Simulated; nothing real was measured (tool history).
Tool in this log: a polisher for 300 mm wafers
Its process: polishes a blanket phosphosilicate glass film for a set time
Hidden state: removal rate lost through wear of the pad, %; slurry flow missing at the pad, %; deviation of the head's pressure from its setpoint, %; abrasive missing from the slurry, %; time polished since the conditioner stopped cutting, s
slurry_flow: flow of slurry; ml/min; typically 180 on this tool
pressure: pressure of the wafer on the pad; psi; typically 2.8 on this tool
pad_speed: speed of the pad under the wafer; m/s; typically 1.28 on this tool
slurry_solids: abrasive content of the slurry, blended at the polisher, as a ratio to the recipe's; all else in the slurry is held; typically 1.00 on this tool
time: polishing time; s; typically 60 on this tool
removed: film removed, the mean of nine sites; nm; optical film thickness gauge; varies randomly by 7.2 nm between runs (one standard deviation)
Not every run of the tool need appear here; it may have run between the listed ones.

| run | hour | slurry_flow | pressure | pad_speed | slurry_solids | time | wafers since the last listed run | wafers polished on this pad | hours since the slurry nozzle was cleaned | hours since the head pressure was calibrated | hours since the slurry blender was calibrated | hours since the conditioning disc was replaced | incoming thickness of the incoming film, nm | removed |
|---|---|---|---|---|---|---|---|---|---|---|---|---|---|---|
| 1 | 0.0 | 180 | 2.8 | 1.28 | 1.00 | 60 | 0 | 1682 | 896.2 | 913.4 | 255.0 | 112.3 | 2799.6 | 450.9 |
|  | 10.5 | slurry nozzle cleaned |
|  | 28.5 | head pressure recalibrated |
| 2 | 69.0 | 180 | 2.8 | 1.28 | 1.00 | 60 | 576 | 2258 | 58.5 | 40.5 | 324.0 | 181.3 | 2840.3 | 449.5 |
| 3 | 135.1 | 180 | 2.8 | 1.28 | 1.00 | 60 | 577 | 2835 | 124.6 | 106.6 | 390.1 | 247.4 | 2780.5 | 464.4 |
|  | 148.4 | slurry blender recalibrated |
| 4 | 197.7 | 180 | 2.8 | 1.28 | 1.00 | 60 | 529 | 3365 | 187.2 | 169.2 | 49.3 | 310.0 | 2857.6 | 448.8 |
|  | 203.3 | conditioning disc replaced and pad reconditioned |
|  | 216.8 | worn pad replaced by a new one |
| 5 | 235.1 | 215 | 2.8 | 1.28 | 1.00 | 60 | 274 | 160 | 224.6 | 206.6 | 86.7 | 31.8 | 2830.9 | 483.1 |
| 6 | 302.3 | 180 | 2.8 | 1.28 | 1.00 | 60 | 586 | 746 | 291.8 | 273.8 | 153.9 | 99.0 | 2826.0 | 466.3 |
| 7 | 341.2 | 180 | 2.8 | 1.28 | 1.00 | 60 | 339 | 1086 | 330.7 | 312.7 | 192.8 | 137.9 | 2878.3 | 468.7 |
| 8 | 368.8 | 180 | 3.6 | 1.28 | 1.00 | 70 | 241 | 1327 | 358.3 | 340.3 | 220.4 | 165.5 | 2830.6 | 710.7 |
| 9 | 401.8 | 180 | 3.6 | 1.42 | 0.80 | 52 | 288 | 1615 | 391.3 | 373.3 | 253.4 | 198.5 | 2876.5 | 486.3 |
|  | 479.3 | slurry blender recalibrated |
| 10 | 480.1 | 180 | 2.8 | 1.28 | 1.00 | 67 | 666 | 2282 | 469.6 | 451.6 | 0.8 | 276.8 | 2826.9 | 495.1 |
| 11 | 541.2 | 180 | 2.8 | 1.28 | 1.00 | 60 | 533 | 2815 | 530.7 | 512.7 | 61.9 | 337.9 | 2842.6 | 450.4 |
| 12 | 594.6 | 180 | 2.8 | 1.28 | 0.75 | 60 | 466 | 3281 | 584.1 | 566.1 | 115.3 | 391.3 | 2825.3 | 386.4 |
|  | 605.5 | worn pad replaced by a new one |
|  | 621.9 | conditioning disc replaced and pad reconditioned |
| 13 | 658.3 | 180 | 3.4 | 1.44 | 0.85 | 54 | 503 | 444 | 647.8 | 629.8 | 179.0 | 36.4 | 2889.6 | 510.2 |
| 14 | 694.4 | 180 | 2.8 | 1.28 | 1.00 | 48 | 315 | 759 | 683.9 | 665.9 | 215.1 | 72.5 | 2852.1 | 378.5 |
| 15 | 733.2 | 180 | 2.8 | 1.28 | 1.30 | 76 | 338 | 1098 | 722.7 | 704.7 | 253.9 | 111.3 | 2891.9 | 654.5 |
| 16 | 771.0 | 180 | 2.8 | 1.28 | 1.00 | 60 | 330 | 1428 | 760.5 | 742.5 | 291.7 | 149.1 | 2791.2 | 461.7 |
|  | 815.3 | slurry nozzle cleaned |
| 17 | 822.3 | 180 | 2.8 | 1.42 | 0.85 | 60 | 439 | 1867 | 7.0 | 793.8 | 343.0 | 200.4 | 2840.7 | 451.8 |
|  | 852.8 | slurry blender recalibrated |
| 18 | 853.3 | 180 | 2.8 | 1.28 | 1.00 | 60 | 253 | 2120 | 38.0 | 824.8 | 0.5 | 231.4 | 2782.7 | 434.2 |
| 19 | 925.0 | 180 | 2.8 | 1.54 | 1.00 | 60 | 626 | 2746 | 109.7 | 896.5 | 72.2 | 303.1 | 2829.2 | 523.9 |
| 20 | 982.4 | 180 | 2.8 | 1.56 | 1.00 | 44 | 501 | 3248 | 167.1 | 953.9 | 129.6 | 360.5 | 2852.0 | 385.1 |
|  | 990.7 | worn pad replaced by a new one |
|  | 1005.8 | head pressure recalibrated |
|  | 1015.1 | conditioning disc replaced and pad reconditioned |
| 21 | 1015.6 | 180 | 2.8 | 0.88 | 0.85 | 60 | 220 | 182 | 200.3 | 9.8 | 162.8 | 0.5 | 2800.7 | 327.2 |
| 22 | 1077.1 | 180 | 2.2 | 1.28 | 1.00 | 60 | 537 | 719 | 261.8 | 71.3 | 224.3 | 62.0 | 2888.2 | 372.7 |
| 23 | 1112.6 | 150 | 2.8 | 1.28 | 1.00 | 60 | 310 | 1029 | 297.3 | 106.8 | 259.8 | 97.5 | 2819.1 | 454.5 |
| 24 | 1180.6 | 180 | 2.8 | 1.00 | 1.00 | 73 | 593 | 1622 | 365.3 | 174.8 | 327.8 | 165.5 | 2779.6 | 456.2 |
|  | 1226.4 | slurry blender recalibrated |
| 25 | 1250.5 | 120 | 1.8 | 1.28 | 1.00 | 60 | 592 | 2215 | 435.2 | 244.7 | 24.1 | 235.4 | 2849.7 | 286.4 |

A few steps of removed between consecutive runs. Split each: what settings, incoming material and random variation would produce without the hidden state, and what is left over for the hidden state, along with gauge scatter present in only one of the two compared results (measured, and without hidden state):
Run 4 -> 5: slurry_flow 180 -> 215, conditioning disc replaced and pad reconditioned, worn pad replaced by a new one. removed +34.3 nm: hidden state +22.9, all else +11.4.
Run 7 -> 8: pressure 2.8 -> 3.6, time 60 -> 70. removed +242.0 nm: hidden state -16.0, all else +258.0.
Run 14 -> 15: slurry_solids 1.00 -> 1.30, time 48 -> 76. removed +276.0 nm: hidden state -18.8, all else +294.8.
Run 20 -> 21: pad_speed 1.56 -> 0.88, slurry_solids 1.00 -> 0.85, time 44 -> 60, worn pad replaced by a new one, head pressure recalibrated, conditioning disc replaced and pad reconditioned. removed -57.9 nm: hidden state +25.3, all else -83.2.

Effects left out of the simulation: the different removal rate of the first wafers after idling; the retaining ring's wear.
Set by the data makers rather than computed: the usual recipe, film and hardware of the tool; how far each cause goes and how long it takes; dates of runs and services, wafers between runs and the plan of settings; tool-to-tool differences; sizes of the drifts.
